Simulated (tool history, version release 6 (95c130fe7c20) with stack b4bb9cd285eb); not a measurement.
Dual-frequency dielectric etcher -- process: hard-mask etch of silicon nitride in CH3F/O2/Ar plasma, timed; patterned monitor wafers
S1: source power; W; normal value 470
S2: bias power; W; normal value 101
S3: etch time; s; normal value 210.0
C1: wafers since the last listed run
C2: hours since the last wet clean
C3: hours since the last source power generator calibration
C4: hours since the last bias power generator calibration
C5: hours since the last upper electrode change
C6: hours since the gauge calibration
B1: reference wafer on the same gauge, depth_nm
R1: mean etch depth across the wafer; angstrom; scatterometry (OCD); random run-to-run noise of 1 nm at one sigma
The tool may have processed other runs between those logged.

| run | hour | S1 | S2 | S3 | C1 | C2 | C3 | C4 | C5 | C6 | B1 | R1 |
|---|---|---|---|---|---|---|---|---|---|---|---|---|
| 1 | 0.0 | 520 | 120 | 210.0 | 0 | 479.3 | 1265.5 | 4313.7 | 5543.5 | 78.7 | 181.5 | 1857 |
| 2 | 17.0 | 520 | 120 | 210.0 | 147 | 496.3 | 1282.5 | 4330.7 | 5560.5 | 95.7 | 181.1 | 1846 |
| 3 | 31.4 | 470 | 101 | 210.0 | 124 | 510.7 | 1296.9 | 4345.1 | 5574.9 | 110.1 | 181.4 | 1639 |
| 4 | 39.2 | 470 | 101 | 210.0 | 67 | 518.5 | 1304.7 | 4352.9 | 5582.7 | 117.9 | 181.3 | 1653 |
| 5 | 47.2 | 470 | 101 | 210.0 | 69 | 526.5 | 1312.7 | 4360.9 | 5590.7 | 125.9 | 181.3 | 1652 |
| 6 | 54.7 | 470 | 101 | 210.0 | 64 | 534.0 | 1320.2 | 4368.4 | 5598.2 | 133.4 | 181.4 | 1668 |
| 7 | 70.3 | 470 | 101 | 210.0 | 135 | 549.6 | 1335.8 | 4384.0 | 5613.8 | 149.0 | 180.3 | 1673 |
| 8 | 83.2 | 470 | 101 | 210.0 | 111 | 562.5 | 1348.7 | 4396.9 | 5626.7 | 161.9 | 181.2 | 1636 |
| 9 | 90.8 | 470 | 117 | 210.0 | 65 | 570.1 | 1356.3 | 4404.5 | 5634.3 | 169.5 | 180.6 | 1768 |
| 10 | 98.6 | 470 | 101 | 194.5 | 67 | 577.9 | 1364.1 | 4412.3 | 5642.1 | 177.3 | 180.4 | 1525 |
| 11 | 113.4 | 470 | 101 | 194.5 | 128 | 592.7 | 1378.9 | 4427.1 | 5656.9 | 192.1 | 181.7 | 1532 |
|  | 123.2 | bias power generator calibrated |
| 12 | 129.4 | 470 | 101 | 194.5 | 103 | 608.7 | 1394.9 | 6.2 | 5672.9 | 208.1 | 180.9 | 1517 |
|  | 153.7 | wet clean of the chamber |
| 13 | 154.2 | 470 | 101 | 193.5 | 6 | 0.5 | 1419.7 | 31.0 | 5697.7 | 232.9 | 180.8 | 1600 |
| 14 | 154.6 | 470 | 101 | 193.5 | 3 | 0.9 | 1420.1 | 31.4 | 5698.1 | 233.3 | 181.1 | 1588 |
| 15 | 156.7 | 430 | 101 | 210.0 | 18 | 3.0 | 1422.2 | 33.5 | 5700.2 | 235.4 | 181.0 | 1684 |
| 16 | 173.4 | 430 | 93 | 210.0 | 144 | 19.7 | 1438.9 | 50.2 | 5716.9 | 252.1 | 181.2 | 1612 |
| 17 | 184.3 | 470 | 101 | 210.0 | 94 | 30.6 | 1449.8 | 61.1 | 5727.8 | 263.0 | 180.9 | 1716 |
|  | 198.8 | gauge calibrated |
|  | 212.3 | upper electrode replaced |
| 18 | 212.8 | 470 | 101 | 242.0 | 38 | 59.1 | 1478.3 | 89.6 | 0.5 | 14.0 | 181.0 | 1989 |
| 19 | 213.2 | 470 | 101 | 226.5 | 3 | 59.5 | 1478.7 | 90.0 | 0.9 | 14.4 | 181.0 | 1861 |
|  | 219.8 | source power generator calibrated |
| 20 | 220.9 | 520 | 80 | 264.0 | 32 | 67.2 | 1.1 | 97.7 | 8.6 | 22.1 | 181.0 | 1963 |
| 21 | 231.7 | 470 | 101 | 210.0 | 93 | 78.0 | 11.9 | 108.5 | 19.4 | 32.9 | 180.9 | 1715 |
| 22 | 237.9 | 590 | 80 | 162.0 | 53 | 84.2 | 18.1 | 114.7 | 25.6 | 39.1 | 181.1 | 1245 |
| 23 | 251.8 | 470 | 101 | 267.5 | 120 | 98.1 | 32.0 | 128.6 | 39.5 | 53.0 | 181.1 | 2178 |
| 24 | 266.5 | 500 | 101 | 210.0 | 127 | 112.8 | 46.7 | 143.3 | 54.2 | 67.7 | 181.4 | 1718 |
| 25 | 279.8 | 470 | 101 | 242.5 | 115 | 126.1 | 60.0 | 156.6 | 67.5 | 81.0 | 181.2 | 1968 |
| 26 | 293.5 | 470 | 77 | 210.0 | 118 | 139.8 | 73.7 | 170.3 | 81.2 | 94.7 | 181.7 | 1479 |
| 27 | 300.9 | 470 | 101 | 210.0 | 64 | 147.2 | 81.1 | 177.7 | 88.6 | 102.1 | 180.9 | 1726 |
| 28 | 343.6 | 580 | 116 | 233.0 | 369 | 189.9 | 123.8 | 220.4 | 131.3 | 144.8 | 180.8 | 2149 |

Below, some changes in R1 between adjacent runs. For each, the amount present without the hidden state too (settings, incoming material, random variation) and the amount remaining for the hidden state with gauge scatter not shared by both compared results:
The tool's hidden condition here consists of: etch rate over this chamber's usual, %; source power that arrives over what is set, %; bias power that arrives over what is set, %; gauge reads high (%).
Run 9 -> 10: S2 117 -> 101, S3 210.0 -> 194.5. R1 -243 angstrom: hidden state +11, all else -254.
Run 12 -> 13: S3 194.5 -> 193.5, wet clean of the chamber. R1 +83 angstrom: hidden state +80, all else +3.
Run 22 -> 23: S1 590 -> 470, S2 80 -> 101, S3 162.0 -> 267.5. R1 +933 angstrom: hidden state -6, all else +939.
Run 25 -> 26: S2 101 -> 77, S3 242.5 -> 210.0. R1 -489 angstrom: hidden state +2, all else -491.

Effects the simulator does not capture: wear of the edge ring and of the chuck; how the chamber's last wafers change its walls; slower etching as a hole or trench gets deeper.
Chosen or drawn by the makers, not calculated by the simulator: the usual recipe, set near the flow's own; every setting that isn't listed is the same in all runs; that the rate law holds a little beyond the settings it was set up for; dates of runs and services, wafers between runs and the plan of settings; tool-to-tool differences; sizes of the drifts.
